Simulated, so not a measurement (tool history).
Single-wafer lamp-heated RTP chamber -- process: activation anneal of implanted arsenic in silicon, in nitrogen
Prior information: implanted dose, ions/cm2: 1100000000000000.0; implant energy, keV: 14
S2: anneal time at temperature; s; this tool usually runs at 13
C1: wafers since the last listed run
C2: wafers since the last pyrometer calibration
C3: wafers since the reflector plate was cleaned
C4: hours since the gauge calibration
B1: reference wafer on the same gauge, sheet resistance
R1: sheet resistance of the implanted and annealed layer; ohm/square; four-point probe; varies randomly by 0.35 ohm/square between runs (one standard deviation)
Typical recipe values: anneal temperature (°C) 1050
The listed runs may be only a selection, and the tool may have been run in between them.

run 1 hour=0.0 | anneal_temperature_(°C)=1050 S2=13 | C1=0 C2=2852 C3=2780 C4=288.4 | B1=91.96 | R1=112.21
run 2 hour=33.6 | anneal_temperature_(°C)=1050 S2=13 | C1=312 C2=3164 C3=3092 C4=322.0 | B1=91.89 | R1=111.65
run 3 hour=50.6 | anneal_temperature_(°C)=1050 S2=13 | C1=157 C2=3322 C3=3250 C4=339.0 | B1=92.03 | R1=112.23
run 4 hour=63.8 | anneal_temperature_(°C)=1030 S2=13 | C1=122 C2=3445 C3=3373 C4=352.2 | B1=92.02 | R1=119.45
-- hour=84.4 pyrometer window cleaned and pyrometer calibrated
run 5 hour=88.1 | anneal_temperature_(°C)=1050 S2=16 | C1=151 C2=34 C3=3524 C4=376.5 | B1=91.96 | R1=109.88
run 6 hour=117.2 | anneal_temperature_(°C)=1050 S2=17 | C1=270 C2=305 C3=3794 C4=405.6 | B1=91.99 | R1=109.18
run 7 hour=139.4 | anneal_temperature_(°C)=1050 S2=17 | C1=206 C2=511 C3=4001 C4=427.8 | B1=92.06 | R1=109.51
run 8 hour=158.7 | anneal_temperature_(°C)=1050 S2=17 | C1=179 C2=690 C3=4180 C4=447.1 | B1=92.02 | R1=109.11
run 9 hour=190.8 | anneal_temperature_(°C)=1050 S2=13 | C1=298 C2=988 C3=4478 C4=479.2 | B1=92.07 | R1=112.78
run 10 hour=224.7 | anneal_temperature_(°C)=1050 S2=13 | C1=314 C2=1303 C3=4793 C4=513.1 | B1=92.04 | R1=112.44
run 11 hour=238.9 | anneal_temperature_(°C)=1050 S2=9 | C1=131 C2=1435 C3=4925 C4=527.3 | B1=91.98 | R1=117.91
run 12 hour=264.9 | anneal_temperature_(°C)=1050 S2=9 | C1=241 C2=1677 C3=5167 C4=553.3 | B1=91.93 | R1=118.38
run 13 hour=292.6 | anneal_temperature_(°C)=1050 S2=9 | C1=257 C2=1934 C3=5424 C4=581.0 | B1=91.93 | R1=118.65
run 14 hour=324.7 | anneal_temperature_(°C)=1038 S2=13 | C1=298 C2=2232 C3=5722 C4=613.1 | B1=92.08 | R1=116.84
run 15 hour=383.1 | anneal_temperature_(°C)=1050 S2=20 | C1=542 C2=2775 C3=6265 C4=671.5 | B1=92.05 | R1=106.83
run 16 hour=398.2 | anneal_temperature_(°C)=1042 S2=6 | C1=140 C2=2915 C3=6405 C4=686.6 | B1=92.05 | R1=127.32
-- hour=412.7 reflector plate cleaned
-- hour=441.0 pyrometer window cleaned and pyrometer calibrated
run 17 hour=480.0 | anneal_temperature_(°C)=1050 S2=13 | C1=611 C2=362 C3=550 C4=768.4 | B1=91.99 | R1=112.84
run 18 hour=500.2 | anneal_temperature_(°C)=1069 S2=15 | C1=187 C2=550 C3=738 C4=788.6 | B1=92.06 | R1=105.37
run 19 hour=530.1 | anneal_temperature_(°C)=1032 S2=16 | C1=277 C2=827 C3=1015 C4=818.5 | B1=92.02 | R1=116.69
run 20 hour=564.7 | anneal_temperature_(°C)=1021 S2=20 | C1=321 C2=1149 C3=1337 C4=853.1 | B1=92.08 | R1=117.59
run 21 hour=584.7 | anneal_temperature_(°C)=1061 S2=13 | C1=185 C2=1335 C3=1523 C4=873.1 | B1=92.08 | R1=109.95
run 22 hour=612.0 | anneal_temperature_(°C)=1069 S2=13 | C1=253 C2=1588 C3=1776 C4=900.4 | B1=92.01 | R1=106.74
run 23 hour=646.0 | anneal_temperature_(°C)=1050 S2=7 | C1=315 C2=1904 C3=2092 C4=934.4 | B1=92.01 | R1=121.73
run 24 hour=670.3 | anneal_temperature_(°C)=1050 S2=13 | C1=225 C2=2130 C3=2318 C4=958.7 | B1=92.08 | R1=112.67
-- hour=686.1 gauge calibrated
run 25 hour=686.1 | anneal_temperature_(°C)=1050 S2=13 | C1=146 C2=2277 C3=2465 C4=0.0 | B1=91.94 | R1=112.51
run 26 hour=719.4 | anneal_temperature_(°C)=1050 S2=10 | C1=309 C2=2586 C3=2774 C4=33.3 | B1=91.95 | R1=116.73
run 27 hour=754.9 | anneal_temperature_(°C)=1074 S2=13 | C1=329 C2=2916 C3=3104 C4=68.8 | B1=91.99 | R1=105.31
-- hour=778.0 pyrometer window cleaned and pyrometer calibrated
run 28 hour=788.5 | anneal_temperature_(°C)=1050 S2=17 | C1=237 C2=97 C3=3342 C4=102.4 | B1=92.06 | R1=109.30
run 29 hour=824.5 | anneal_temperature_(°C)=1050 S2=13 | C1=334 C2=432 C3=3676 C4=138.4 | B1=91.97 | R1=113.39
run 30 hour=853.0 | anneal_temperature_(°C)=1050 S2=13 | C1=264 C2=696 C3=3941 C4=166.9 | B1=91.98 | R1=112.92
run 31 hour=871.2 | anneal_temperature_(°C)=1025 S2=7 | C1=169 C2=865 C3=4110 C4=185.1 | B1=91.95 | R1=133.39
run 32 hour=903.7 | anneal_temperature_(°C)=1050 S2=8 | C1=301 C2=1167 C3=4412 C4=217.6 | B1=92.08 | R1=120.91
run 33 hour=932.3 | anneal_temperature_(°C)=1041 S2=7 | C1=265 C2=1433 C3=4678 C4=246.2 | B1=91.94 | R1=125.62
run 34 hour=960.9 | anneal_temperature_(°C)=1050 S2=13 | C1=265 C2=1699 C3=4944 C4=274.8 | B1=92.05 | R1=112.49
run 35 hour=1000.2 | anneal_temperature_(°C)=1076 S2=11 | C1=365 C2=2064 C3=5309 C4=314.1 | B1=91.93 | R1=107.05
run 36 hour=1030.5 | anneal_temperature_(°C)=1050 S2=13 | C1=281 C2=2346 C3=5590 C4=344.4 | B1=92.06 | R1=111.84
run 37 hour=1043.7 | anneal_temperature_(°C)=1029 S2=19 | C1=122 C2=2468 C3=5713 C4=357.6 | B1=92.03 | R1=113.86
run 38 hour=1069.5 | anneal_temperature_(°C)=1063 S2=19 | C1=239 C2=2708 C3=5953 C4=383.4 | B1=92.01 | R1=103.54

Below are 3 alternative next runs, each starting from the tool's condition after run 38. Predict each:
run A hour=1069.9 | anneal_temperature_(°C)=1064 S2=13 | C1=3 C2=2712 C3=5956 C4=383.8 | B1=? | R1=?
run B hour=1069.9 | anneal_temperature_(°C)=1050 S2=18 | C1=3 C2=2712 C3=5956 C4=383.8 | B1=? | R1=?
run C hour=1069.9 | anneal_temperature_(°C)=1063 S2=9 | C1=3 C2=2712 C3=5956 C4=383.8 | B1=? | R1=?

run=A B1=92.07 R1=108.54
run=B B1=92.07 R1=108.43
run=C B1=92.07 R1=113.92
With the hidden condition removed and each run's random variation left untouched, the same runs would have given:
run=A R1=109.38
run=B R1=109.32
run=C R1=114.84
